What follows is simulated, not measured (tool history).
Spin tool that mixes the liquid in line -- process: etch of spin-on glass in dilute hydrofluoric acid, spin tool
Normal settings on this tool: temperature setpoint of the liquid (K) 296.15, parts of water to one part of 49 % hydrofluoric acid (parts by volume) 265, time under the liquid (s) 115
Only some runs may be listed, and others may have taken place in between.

| run | day | temperature setpoint of the liquid (K) | parts of water to one part of 49 % hydrofluoric acid (parts by volume) | time under the liquid (s) | wafers since the last listed run | hours since the thermometer was replaced | hours since the hydrofluoric acid flow meter was replaced | hours since the gauge calibration | read-back film thickness of the spin-on glass reference wafer, read on the same gauge (nm) | thickness taken off the spin-on glass on a monitor wafer (Å) |
|---|---|---|---|---|---|---|---|---|---|---|
| 1 | 0.000 | 296.15 | 265 | 115 | 0 | 757.8 | 1841.7 | 99.5 | 60.00 | 137.3 |
| 2 | 0.679 | 296.15 | 265 | 115 | 147 | 774.1 | 1858.0 | 115.8 | 60.00 | 138.4 |
| 3 | 1.288 | 296.15 | 265 | 115 | 131 | 788.7 | 1872.6 | 130.4 | 59.97 | 138.3 |
| 4 | 1.850 | 296.15 | 265 | 115 | 121 | 802.2 | 1886.1 | 143.9 | 59.99 | 138.2 |
| 5 | 2.688 | 296.15 | 265 | 115 | 181 | 822.3 | 1906.2 | 164.0 | 60.01 | 139.2 |
| 6 | 4.012 | 296.15 | 265 | 115 | 287 | 854.1 | 1938.0 | 195.8 | 59.99 | 138.8 |
| 7 | 5.317 | 296.15 | 265 | 115 | 282 | 885.4 | 1969.3 | 227.1 | 60.04 | 139.6 |
| 8 | 6.033 | 296.15 | 265 | 115 | 155 | 902.6 | 1986.5 | 244.3 | 60.03 | 139.8 |
| 9 | 6.679 | 296.15 | 265 | 115 | 140 | 918.1 | 2002.0 | 259.8 | 60.03 | 139.0 |
| 10 | 7.904 | 296.15 | 265 | 140 | 265 | 947.5 | 2031.4 | 289.2 | 59.98 | 167.9 |
| 11 | 8.762 | 293.15 | 140 | 115 | 186 | 968.1 | 2052.0 | 309.8 | 59.98 | 264.4 |
| 12 | 10.221 | 292.15 | 265 | 115 | 316 | 1003.1 | 2087.0 | 344.8 | 59.99 | 118.8 |
| 13 | 11.700 | 301.15 | 325 | 60 | 320 | 1038.6 | 2122.5 | 380.3 | 60.01 | 64.8 |
|  | 12.179 | hydrofluoric acid flow meter replaced |
|  | 12.412 | thermometer replaced |
| 14 | 12.600 | 296.15 | 265 | 115 | 177 | 4.5 | 10.1 | 401.9 | 60.01 | 137.7 |
|  | 13.879 | gauge calibrated |
| 15 | 13.992 | 296.15 | 265 | 75 | 301 | 37.9 | 43.5 | 2.7 | 60.00 | 90.2 |
| 16 | 15.383 | 296.15 | 265 | 50 | 301 | 71.3 | 76.9 | 36.1 | 59.98 | 59.3 |
| 17 | 16.262 | 296.15 | 330 | 115 | 190 | 92.4 | 98.0 | 57.2 | 60.03 | 103.6 |
| 18 | 17.350 | 294.65 | 350 | 115 | 235 | 118.5 | 124.1 | 83.3 | 60.01 | 91.3 |
| 19 | 18.221 | 298.65 | 265 | 115 | 188 | 139.4 | 145.0 | 104.2 | 59.97 | 150.9 |
| 20 | 19.175 | 296.15 | 265 | 115 | 206 | 162.3 | 167.9 | 127.1 | 59.99 | 138.2 |

Describe how what the log doesn't record of the tool's condition differs between the last listed run preceding each entry between runs and the first listed run following it.
From run 13 to run 14: hydrofluoric acid flow meter replaced (day 12.179); thermometer replaced (day 12.412)
  both runs share identical hidden conditions
From run 14 to run 15: gauge calibrated (day 13.879)
  both runs share identical hidden conditions
